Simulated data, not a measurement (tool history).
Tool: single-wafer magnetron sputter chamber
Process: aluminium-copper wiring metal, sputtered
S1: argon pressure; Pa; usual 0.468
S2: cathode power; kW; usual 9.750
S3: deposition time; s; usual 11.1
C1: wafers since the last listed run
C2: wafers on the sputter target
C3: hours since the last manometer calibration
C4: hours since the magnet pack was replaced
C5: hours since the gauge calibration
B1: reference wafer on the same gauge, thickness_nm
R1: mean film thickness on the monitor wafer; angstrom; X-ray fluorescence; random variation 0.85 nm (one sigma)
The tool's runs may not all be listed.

run,hour,S1,S2,S3,C1,C2,C3,C4,C5,B1,R1
1,0.0,0.468,9.750,11.1,0,5583,1821.8,10304.1,299.8,172.682,1958.60
2,6.0,0.468,9.750,11.1,165,5749,1827.8,10310.1,305.8,172.958,1958.19
# hour 7.2: gauge calibrated
# hour 17.2: sputter target and shields replaced
3,22.4,0.468,9.750,11.1,232,145,1844.2,10326.5,15.2,173.154,2056.45
4,35.3,0.468,9.750,11.1,356,501,1857.1,10339.4,28.1,172.843,2051.68
5,79.9,0.468,9.750,11.1,1233,1735,1901.7,10384.0,72.7,173.330,2061.36
6,119.0,0.468,9.750,11.1,1081,2817,1940.8,10423.1,111.8,172.629,2038.00
7,126.7,0.468,9.750,11.1,213,3030,1948.5,10430.8,119.5,172.732,2036.98
8,155.5,0.468,9.750,11.1,796,3826,1977.3,10459.6,148.3,172.957,2004.42
9,173.2,0.468,9.750,11.1,489,4316,1995.0,10477.3,166.0,172.876,1997.17
10,184.3,0.468,9.750,11.1,307,4623,2006.1,10488.4,177.1,172.777,1996.11
11,201.7,0.468,8.050,11.1,481,5104,2023.5,10505.8,194.5,173.248,1635.10
12,216.8,0.468,8.050,11.1,417,5522,2038.6,10520.9,209.6,173.034,1619.74
13,224.5,0.468,9.750,11.1,213,5735,2046.3,10528.6,217.3,173.289,1950.42
14,239.1,0.468,9.750,11.1,403,6139,2060.9,10543.2,231.9,172.906,1937.52
# hour 253.8: sputter target and shields replaced
15,254.8,0.597,12.100,11.1,213,26,2076.6,10558.9,247.6,173.029,2361.11
# hour 276.9: magnet pack replaced, of another model than before
16,277.4,0.420,11.100,12.0,403,430,2099.2,0.5,270.2,173.020,2577.91
17,286.0,0.516,7.950,12.0,237,668,2107.8,9.1,278.8,172.883,1776.24

Run 18 comes next. What will it give?
18,339.0,0.596,11.300,9.6,1466,2134,2160.8,62.1,331.8,?,?

B1: 173.286
R1: 1942.23 angstrom
Without the tool's hidden state the same run would have given R1 1970.60 angstrom.

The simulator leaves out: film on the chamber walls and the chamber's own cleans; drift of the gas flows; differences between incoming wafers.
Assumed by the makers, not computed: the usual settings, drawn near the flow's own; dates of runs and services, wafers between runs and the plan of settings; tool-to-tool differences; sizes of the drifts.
